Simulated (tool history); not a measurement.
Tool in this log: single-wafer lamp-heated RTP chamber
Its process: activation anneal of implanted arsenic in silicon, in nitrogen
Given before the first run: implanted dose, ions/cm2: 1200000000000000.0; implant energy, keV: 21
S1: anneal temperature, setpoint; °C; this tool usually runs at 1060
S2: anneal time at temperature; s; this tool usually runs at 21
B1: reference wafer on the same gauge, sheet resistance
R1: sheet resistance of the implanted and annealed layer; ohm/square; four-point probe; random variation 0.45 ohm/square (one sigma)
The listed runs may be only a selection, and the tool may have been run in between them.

run	hour	S1	S2	B1	R1
1	0.0	1068	24	96.00	98.82
2	14.6	1060	21	96.03	101.21
3	23.0	1060	21	96.10	101.85
4	40.2	1060	21	96.09	101.01
5	50.7	1060	21	96.07	101.55
6	59.9	1060	21	95.89	100.03
7	75.4	1060	13	95.92	106.64
8	83.0	1060	13	95.97	106.17
9	89.5	1060	21	96.02	100.77
10	99.0	1060	21	95.92	100.74
11	111.6	1060	14	96.01	105.26
12	124.5	1060	14	96.11	105.75
13	139.9	1060	21	95.97	100.65
14	147.0	1060	21	96.04	100.34
15	156.5	1060	21	96.01	101.04
16	170.0	1060	21	96.19	101.28
17	183.0	1060	21	95.98	100.13
18	190.3	1060	14	96.03	105.33
19	197.2	1033	21	95.95	108.00
20	218.3	1083	21	96.05	95.96
21	226.9	1060	33	96.02	95.89
22	265.3	1060	21	96.04	98.67
23	281.2	1060	32	96.00	95.23
24	296.2	1060	21	95.97	99.22
25	309.3	1070	12	95.99	102.60
26	331.9	1037	10	95.95	115.43
27	342.3	1085	14	96.01	100.43
28	351.9	1068	31	96.15	95.88
29	359.8	1060	21	96.08	101.87
30	368.9	1060	21	95.96	102.13
31	377.4	1088	10	96.05	103.20
32	391.6	1037	15	96.00	110.02
33	424.5	1079	32	96.09	93.54
34	431.4	1036	21	95.85	106.27
35	446.9	1046	33	95.96	100.90

Taken out of this log: 5 entries between the listed runs. Where each belongs, and how the hidden state differs across it:
Runs 3 to 4: gauge calibrated (hour 24.4)
  true wafer temperature minus pyrometer reading, K: 5.33 -> 5.58
  measured result minus the result with no hidden state, R1: -1.23 -> -1.28 ohm/square
Runs 21 to 22: reflector plate cleaned (hour 241.8); pyrometer window cleaned and pyrometer calibrated (hour 242.0)
  true wafer temperature minus pyrometer reading, K: 8.34 -> 14.6
  measured result minus the result with no hidden state, R1: -1.79 -> -3.29 ohm/square
Runs 25 to 26: gauge calibrated (hour 329.8); pyrometer window cleaned and pyrometer calibrated, repeated, since the last time left the tool worse (hour 331.4)
  true wafer temperature minus pyrometer reading, K: 15.3 -> 1.79
  measured result minus the result with no hidden state, R1: -3.44 -> -0.48 ohm/square
